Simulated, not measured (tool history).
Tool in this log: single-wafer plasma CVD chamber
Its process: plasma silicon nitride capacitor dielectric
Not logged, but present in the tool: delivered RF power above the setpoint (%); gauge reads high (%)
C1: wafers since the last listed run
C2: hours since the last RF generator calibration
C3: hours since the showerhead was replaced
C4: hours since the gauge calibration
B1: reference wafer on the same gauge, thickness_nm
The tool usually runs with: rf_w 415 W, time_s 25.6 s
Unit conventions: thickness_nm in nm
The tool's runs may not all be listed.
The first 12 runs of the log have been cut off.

run 13 hour=206.5 | rf_w=415 time_s=25.6 | C1=272 C2=2240.2 C3=4132.9 C4=24.5 | B1=35.404 | thickness_nm=34.409
run 14 hour=217.3 | rf_w=415 time_s=25.6 | C1=362 C2=2251.0 C3=4143.7 C4=35.3 | B1=35.387 | thickness_nm=34.365
run 15 hour=228.6 | rf_w=415 time_s=25.6 | C1=379 C2=2262.3 C3=4155.0 C4=46.6 | B1=35.394 | thickness_nm=34.397
run 16 hour=241.6 | rf_w=415 time_s=25.6 | C1=436 C2=2275.3 C3=4168.0 C4=59.6 | B1=35.390 | thickness_nm=34.409
run 17 hour=253.1 | rf_w=415 time_s=25.6 | C1=386 C2=2286.8 C3=4179.5 C4=71.1 | B1=35.395 | thickness_nm=34.342
run 18 hour=266.3 | rf_w=415 time_s=25.6 | C1=443 C2=2300.0 C3=4192.7 C4=84.3 | B1=35.408 | thickness_nm=34.375
run 19 hour=275.9 | rf_w=415 time_s=28.1 | C1=322 C2=2309.6 C3=4202.3 C4=93.9 | B1=35.389 | thickness_nm=37.792
run 20 hour=290.7 | rf_w=415 time_s=25.6 | C1=497 C2=2324.4 C3=4217.1 C4=108.7 | B1=35.394 | thickness_nm=34.393
run 21 hour=301.3 | rf_w=415 time_s=25.6 | C1=355 C2=2335.0 C3=4227.7 C4=119.3 | B1=35.405 | thickness_nm=34.409
run 22 hour=315.7 | rf_w=415 time_s=25.6 | C1=483 C2=2349.4 C3=4242.1 C4=133.7 | B1=35.394 | thickness_nm=34.395
run 23 hour=324.0 | rf_w=415 time_s=25.6 | C1=278 C2=2357.7 C3=4250.4 C4=142.0 | B1=35.387 | thickness_nm=34.318
run 24 hour=332.9 | rf_w=335 time_s=23.3 | C1=298 C2=2366.6 C3=4259.3 C4=150.9 | B1=35.393 | thickness_nm=29.556
run 25 hour=346.3 | rf_w=350 time_s=22.1 | C1=450 C2=2380.0 C3=4272.7 C4=164.3 | B1=35.401 | thickness_nm=28.491
run 26 hour=358.6 | rf_w=390 time_s=25.6 | C1=413 C2=2392.3 C3=4285.0 C4=176.6 | B1=35.395 | thickness_nm=33.788
run 27 hour=368.4 | rf_w=440 time_s=23.8 | C1=329 C2=2402.1 C3=4294.8 C4=186.4 | B1=35.411 | thickness_nm=32.478
run 28 hour=379.8 | rf_w=485 time_s=27.0 | C1=382 C2=2413.5 C3=4306.2 C4=197.8 | B1=35.404 | thickness_nm=37.834
run 29 hour=388.5 | rf_w=485 time_s=30.2 | C1=292 C2=2422.2 C3=4314.9 C4=206.5 | B1=35.393 | thickness_nm=42.481
run 30 hour=395.2 | rf_w=415 time_s=25.6 | C1=225 C2=2428.9 C3=4321.6 C4=213.2 | B1=35.408 | thickness_nm=34.399

Expected results for the next run?
-- hour=407.0 showerhead replaced
-- hour=416.3 RF generator calibrated
run 31 hour=416.8 | rf_w=415 time_s=25.6 | C1=188 C2=0.5 C3=9.8 C4=234.8 | B1=? | thickness_nm=?

{"run 31": {"B1": 35.385, "thickness_nm": 35.159}}
Minus the tool's unlogged condition, the same run would have read thickness_nm 35.253 nm.
